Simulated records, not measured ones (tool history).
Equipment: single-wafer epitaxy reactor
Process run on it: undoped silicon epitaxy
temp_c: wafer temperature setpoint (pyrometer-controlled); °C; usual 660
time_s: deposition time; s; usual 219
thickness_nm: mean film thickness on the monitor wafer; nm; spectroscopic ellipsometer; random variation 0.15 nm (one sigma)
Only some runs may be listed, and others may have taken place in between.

| run | hour | temp_c | time_s | wafers since the last listed run | hours since the last pyrometer calibration | hours since the gauge calibration | read-back reference wafer on the same gauge, thickness_nm | thickness_nm |
|---|---|---|---|---|---|---|---|---|
| 1 | 0 | 660 | 240 | 0 | 1550 | 177.6 | 44.359 | 56.527 |
| 2 | 8.6 | 660 | 240 | 76 | 1558.6 | 186.2 | 44.353 | 56.483 |
|  | 20.4 | gauge calibrated |
| 3 | 21.1 | 660 | 240 | 111 | 1571.1 | 0.7 | 44.39 | 56.484 |
| 4 | 37.6 | 660 | 209 | 147 | 1587.6 | 17.2 | 44.384 | 49.231 |
| 5 | 50.5 | 660 | 209 | 115 | 1600.5 | 30.1 | 44.36 | 49.319 |
| 6 | 61 | 669 | 243 | 94 | 1611 | 40.6 | 44.418 | 67.749 |
| 7 | 76.9 | 669 | 243 | 142 | 1626.9 | 56.5 | 44.395 | 67.989 |
| 8 | 94.9 | 663 | 219 | 161 | 1644.9 | 74.5 | 44.446 | 54.56 |
|  | 105.2 | pyrometer calibrated |
| 9 | 105.7 | 663 | 219 | 25 | 0.5 | 85.3 | 44.402 | 49.791 |
| 10 | 122 | 660 | 219 | 145 | 16.8 | 101.6 | 44.433 | 47.153 |
| 11 | 133.3 | 669 | 243 | 101 | 28.1 | 112.9 | 44.386 | 62.255 |
| 12 | 145.4 | 650 | 180 | 108 | 40.2 | 125 | 44.437 | 32.165 |
| 13 | 195.5 | 673 | 219 | 448 | 90.3 | 175.1 | 44.414 | 60.65 |
|  | 201.7 | gauge calibrated |
| 14 | 205.1 | 663 | 219 | 85 | 99.9 | 3.4 | 44.415 | 50.722 |
| 15 | 220.9 | 652 | 252 | 141 | 115.7 | 19.2 | 44.471 | 47.208 |
| 16 | 232 | 672 | 252 | 99 | 126.8 | 30.3 | 44.395 | 68.546 |
| 17 | 249.6 | 660 | 232 | 157 | 144.4 | 47.9 | 44.428 | 50.853 |
| 18 | 263.6 | 660 | 231 | 125 | 158.4 | 61.9 | 44.418 | 50.828 |
| 19 | 279 | 660 | 240 | 137 | 173.8 | 77.3 | 44.372 | 53.125 |
| 20 | 285.5 | 660 | 256 | 58 | 180.3 | 83.8 | 44.359 | 56.236 |
| 21 | 305.3 | 660 | 205 | 177 | 200.1 | 103.6 | 44.423 | 45.315 |

3 ways to go on from here, each from the tool as it stands after run 21. What would each give?
| A | 305.8 | 674 | 219 | 4 | 200.6 | 104.1 | ? | ? |
| B | 305.8 | 656 | 219 | 4 | 200.6 | 104.1 | ? | ? |
| C | 305.8 | 665 | 248 | 4 | 200.6 | 104.1 | ? | ? |

| run | read-back reference wafer on the same gauge, thickness_nm | thickness_nm |
|---|---|---|
| A | 44.407 | 62.58 |
| B | 44.407 | 44.816 |
| C | 44.407 | 60.055 |
Without the tool's unlogged condition, the same runs would have read:
| run | thickness_nm |
|---|---|
| A | 61.243 |
| B | 43.826 |
| C | 58.751 |
